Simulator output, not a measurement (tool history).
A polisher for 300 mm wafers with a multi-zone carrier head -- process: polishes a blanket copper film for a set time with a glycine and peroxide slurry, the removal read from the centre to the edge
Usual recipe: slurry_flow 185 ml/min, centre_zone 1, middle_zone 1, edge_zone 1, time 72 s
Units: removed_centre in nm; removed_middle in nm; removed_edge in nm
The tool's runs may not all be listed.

run,day,slurry_flow,centre_zone,middle_zone,edge_zone,time,"incoming thickness of the incoming film, nm",removed_centre,removed_middle,removed_edge
1,0,185,0.92,1,1,72,2173.5,394.5,450.4,427.1
2,2.342,185,0.92,1,1,72,2201.4,393.8,430,430.4
# day 5.571: slurry nozzle cleaned
3,6.546,185,0.92,1,1,72,2205.1,391.3,436.5,420.5
4,9.596,185,1,1,1,49,2155.8,283.6,290.3,281.9
# day 10.996: worn pad replaced by a new one
5,13.329,185,1,1.05,1.04,50,2186.9,308.5,330.3,312.9
# day 15.021: centre zone pressure recalibrated
6,20.842,185,1,1,1,72,2188.5,431.8,446.6,433.4
7,22.533,185,0.97,1,1,72,2163,420.5,442.2,431
8,25.138,230,1,0.95,1.12,95,2205.2,579,571.2,608.1
9,29.6,185,1.08,1,1,56,2199.7,349.3,327.7,324
# day 31.346: slurry nozzle cleaned
# day 31.633: edge zone pressure recalibrated
10,33.65,185,1.03,1,1,72,2188.2,423.9,427.1,412.1
# day 36.833: worn pad replaced by a new one
11,37.804,185,1,1,1,72,2217.2,443.5,463.4,439.5
# day 39.283: centre zone pressure recalibrated
12,41.792,185,0.95,1,1,72,2197.3,422.1,454.3,440.3
13,43.646,185,1.03,0.89,1,72,2199.6,454.1,405.5,441.3
14,46.133,185,0.93,0.88,1,51,2187.8,287.3,283.4,307.7
15,48.762,185,1,1,1.1,72,2182.7,430.4,440,445.2
16,50.708,185,0.97,0.9,1.09,72,2196,412.3,392.9,444.3
17,53.292,185,1,1,1,72,2218.4,420.7,423.5,420.1
# day 55.404: slurry nozzle cleaned
18,56.1,145,1,1,1,72,2209.9,406.6,425.5,412
# day 57.988: worn pad replaced by a new one
19,58.962,235,1,0.91,0.92,88,2164.6,570.2,542.2,530
20,60.654,185,1,1,1,72,2198.8,446,457.3,444.2
21,62.421,185,1,1,1.12,72,2248.9,445.7,455.7,469.7

Branching from run 21: 5 alternative next runs. What would each branch give?
A,62.438,185,1,1,1,72,2197.3,?,?,?
B,62.438,185,0.91,1,1,72,2197.3,?,?,?
C,62.438,240,1,1,1,72,2197.3,?,?,?
D,62.438,185,1.12,1,1,92,2197.3,?,?,?
E,62.438,185,1,1,1.12,82,2197.3,?,?,?

run,removed_centre,removed_middle,removed_edge
A,446.2,459.2,441.6
B,405.7,459.4,441.6
C,462.1,473.9,452
D,639.1,586.4,564.3
E,508.2,522.9,532.1
Without the tool's unlogged condition, the same runs would have read:
run,removed_centre,removed_middle,removed_edge
A,455.4,468.1,449.1
B,414.1,468.3,449.1
C,470.7,482.2,459.1
D,652.2,597.7,573.8
E,518.6,533,541
